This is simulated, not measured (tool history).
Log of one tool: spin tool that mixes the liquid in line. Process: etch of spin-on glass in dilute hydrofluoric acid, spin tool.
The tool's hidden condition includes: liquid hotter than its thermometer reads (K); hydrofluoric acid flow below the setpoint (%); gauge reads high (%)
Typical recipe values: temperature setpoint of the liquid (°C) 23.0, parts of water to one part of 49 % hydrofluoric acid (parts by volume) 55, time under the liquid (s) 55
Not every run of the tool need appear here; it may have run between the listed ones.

| run | hour | temperature setpoint of the liquid (°C) | parts of water to one part of 49 % hydrofluoric acid (parts by volume) | time under the liquid (s) | wafers since the last listed run | hours since the thermometer was replaced | hours since the hydrofluoric acid flow meter was replaced | hours since the gauge calibration | read-back film thickness of the spin-on glass reference wafer, read on the same gauge (nm) | thickness taken off the spin-on glass on a monitor wafer (nm) |
|---|---|---|---|---|---|---|---|---|---|---|
| 1 | 0.0 | 26.5 | 55 | 55 | 0 | 562.3 | 476.4 | 634.7 | 79.95 | 23.88 |
| 2 | 41.9 | 26.5 | 55 | 55 | 701 | 604.2 | 518.3 | 676.6 | 79.99 | 23.72 |
| 3 | 74.5 | 26.5 | 55 | 55 | 545 | 636.8 | 550.9 | 709.2 | 79.98 | 23.57 |
| 4 | 113.9 | 23.0 | 55 | 75 | 659 | 676.2 | 590.3 | 748.6 | 80.01 | 27.84 |
| 5 | 196.0 | 23.0 | 55 | 75 | 1374 | 758.3 | 672.4 | 830.7 | 80.01 | 27.79 |
| 6 | 265.7 | 23.0 | 55 | 55 | 1167 | 828.0 | 742.1 | 900.4 | 80.00 | 20.65 |
| 7 | 320.9 | 23.0 | 55 | 55 | 924 | 883.2 | 797.3 | 955.6 | 80.04 | 20.51 |
| 8 | 368.6 | 23.0 | 55 | 55 | 798 | 930.9 | 845.0 | 1003.3 | 79.97 | 20.41 |
| 9 | 417.8 | 20.5 | 55 | 55 | 823 | 980.1 | 894.2 | 1052.5 | 79.99 | 18.20 |
| 10 | 459.8 | 20.5 | 55 | 55 | 703 | 1022.1 | 936.2 | 1094.5 | 80.02 | 18.04 |
| 11 | 494.8 | 20.5 | 55 | 55 | 586 | 1057.1 | 971.2 | 1129.5 | 80.01 | 18.02 |
| 12 | 552.1 | 23.0 | 55 | 55 | 959 | 1114.4 | 1028.5 | 1186.8 | 79.98 | 19.97 |
|  | 596.5 | hydrofluoric acid flow meter replaced |
| 13 | 618.6 | 23.0 | 55 | 55 | 1096 | 1180.9 | 22.1 | 1253.3 | 79.99 | 19.49 |
| 14 | 652.7 | 23.0 | 55 | 55 | 571 | 1215.0 | 56.2 | 1287.4 | 79.96 | 19.36 |
| 15 | 696.9 | 23.0 | 55 | 55 | 740 | 1259.2 | 100.4 | 1331.6 | 80.01 | 19.53 |
| 16 | 731.4 | 25.0 | 55 | 55 | 577 | 1293.7 | 134.9 | 1366.1 | 79.98 | 20.99 |

What will run 17 give?
| 17 | 773.2 | 21.5 | 55 | 30 | 700 | 1335.5 | 176.7 | 1407.9 | ? | ? |

{"run 17": {"read-back film thickness of the spin-on glass reference wafer, read on the same gauge (nm)": 79.99, "thickness taken off the spin-on glass on a monitor wafer (nm)": 10.02}}
Had the tool carried no hidden state, the very same run would have given thickness taken off the spin-on glass on a monitor wafer (nm) 11.02.
